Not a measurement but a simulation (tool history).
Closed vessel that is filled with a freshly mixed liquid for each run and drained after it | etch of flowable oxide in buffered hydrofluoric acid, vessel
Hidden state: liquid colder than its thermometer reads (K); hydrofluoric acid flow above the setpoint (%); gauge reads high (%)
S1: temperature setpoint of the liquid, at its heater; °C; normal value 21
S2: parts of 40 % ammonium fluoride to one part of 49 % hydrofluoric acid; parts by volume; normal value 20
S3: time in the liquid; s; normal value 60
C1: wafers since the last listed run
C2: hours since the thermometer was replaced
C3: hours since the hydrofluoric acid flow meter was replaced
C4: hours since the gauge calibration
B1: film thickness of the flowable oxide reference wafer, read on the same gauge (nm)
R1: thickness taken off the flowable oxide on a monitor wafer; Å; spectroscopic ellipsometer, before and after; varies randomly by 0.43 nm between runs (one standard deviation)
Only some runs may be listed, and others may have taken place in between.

{"run": 1, "hour": 0.0, "S1": 24.5, "S2": 20, "S3": 60, "C1": 0, "C2": 821.6, "C3": 1251.8, "C4": 356.5, "B1": 139.97, "R1": 879.4}
{"run": 2, "hour": 27.5, "S1": 24.5, "S2": 20, "S3": 60, "C1": 2841, "C2": 849.1, "C3": 1279.3, "C4": 384, "B1": 139.94, "R1": 879.4}
{"run": 3, "hour": 51.5, "S1": 24.5, "S2": 20, "S3": 60, "C1": 2479, "C2": 873.1, "C3": 1303.3, "C4": 408, "B1": 139.99, "R1": 874.4}
{"run": 4, "hour": 75.8, "S1": 21, "S2": 20, "S3": 80, "C1": 2510, "C2": 897.4, "C3": 1327.6, "C4": 432.3, "B1": 139.99, "R1": 958.9}
{"run": 5, "hour": 97.9, "S1": 21, "S2": 20, "S3": 80, "C1": 2283, "C2": 919.5, "C3": 1349.7, "C4": 454.4, "B1": 140.01, "R1": 966.3}
{"run": 6, "hour": 119.3, "S1": 21, "S2": 25, "S3": 60, "C1": 2210, "C2": 940.9, "C3": 1371.1, "C4": 475.8, "B1": 140.01, "R1": 610.9}
{"run": 7, "hour": 145.5, "S1": 21, "S2": 25, "S3": 60, "C1": 2706, "C2": 967.1, "C3": 1397.3, "C4": 502, "B1": 139.99, "R1": 611.9}
{"run": 8, "hour": 171.4, "S1": 21, "S2": 20, "S3": 60, "C1": 2675, "C2": 993, "C3": 1423.2, "C4": 527.9, "B1": 140.02, "R1": 718.1}
{"run": 9, "hour": 196.4, "S1": 21, "S2": 20, "S3": 60, "C1": 2582, "C2": 1018, "C3": 1448.2, "C4": 552.9, "B1": 140.04, "R1": 715.4}
{"run": 10, "hour": 224.1, "S1": 18.5, "S2": 20, "S3": 60, "C1": 2861, "C2": 1045.7, "C3": 1475.9, "C4": 580.6, "B1": 140, "R1": 614}
{"run": 11, "hour": 243.4, "S1": 18.5, "S2": 20, "S3": 60, "C1": 1993, "C2": 1065, "C3": 1495.2, "C4": 599.9, "B1": 139.99, "R1": 619.5}
{"run": 12, "hour": 269.0, "S1": 18.5, "S2": 20, "S3": 60, "C1": 2644, "C2": 1090.6, "C3": 1520.8, "C4": 625.5, "B1": 139.99, "R1": 620.8}
{"run": 13, "hour": 291.8, "S1": 21, "S2": 24.5, "S3": 60, "C1": 2355, "C2": 1113.4, "C3": 1543.6, "C4": 648.3, "B1": 140.02, "R1": 617.4}
{"hour": 319.8, "done": "gauge calibrated"}
{"run": 14, "hour": 324.4, "S1": 21, "S2": 20, "S3": 60, "C1": 3367, "C2": 1146, "C3": 1576.2, "C4": 4.6, "B1": 140, "R1": 706.3}
{"run": 15, "hour": 355.8, "S1": 21, "S2": 20, "S3": 35, "C1": 3244, "C2": 1177.4, "C3": 1607.6, "C4": 36, "B1": 140.07, "R1": 408.5}
{"run": 16, "hour": 369.4, "S1": 21, "S2": 20, "S3": 40, "C1": 1405, "C2": 1191, "C3": 1621.2, "C4": 49.6, "B1": 140.06, "R1": 468.9}
{"run": 17, "hour": 387.9, "S1": 21, "S2": 15.5, "S3": 60, "C1": 1911, "C2": 1209.5, "C3": 1639.7, "C4": 68.1, "B1": 139.98, "R1": 902.3}

What will run 18 give?
{"hour": 393.3, "done": "hydrofluoric acid flow meter replaced"}
{"run": 18, "hour": 427.6, "S1": 21, "S2": 16, "S3": 30, "C1": 3998, "C2": 1249.2, "C3": 34.3, "C4": 107.8, "B1": "?", "R1": "?"}

Run 18 came out at B1 139.98, R1 438.6 Å.
The same run, on a tool lacking any hidden state, would have yielded R1 488.4 Å.
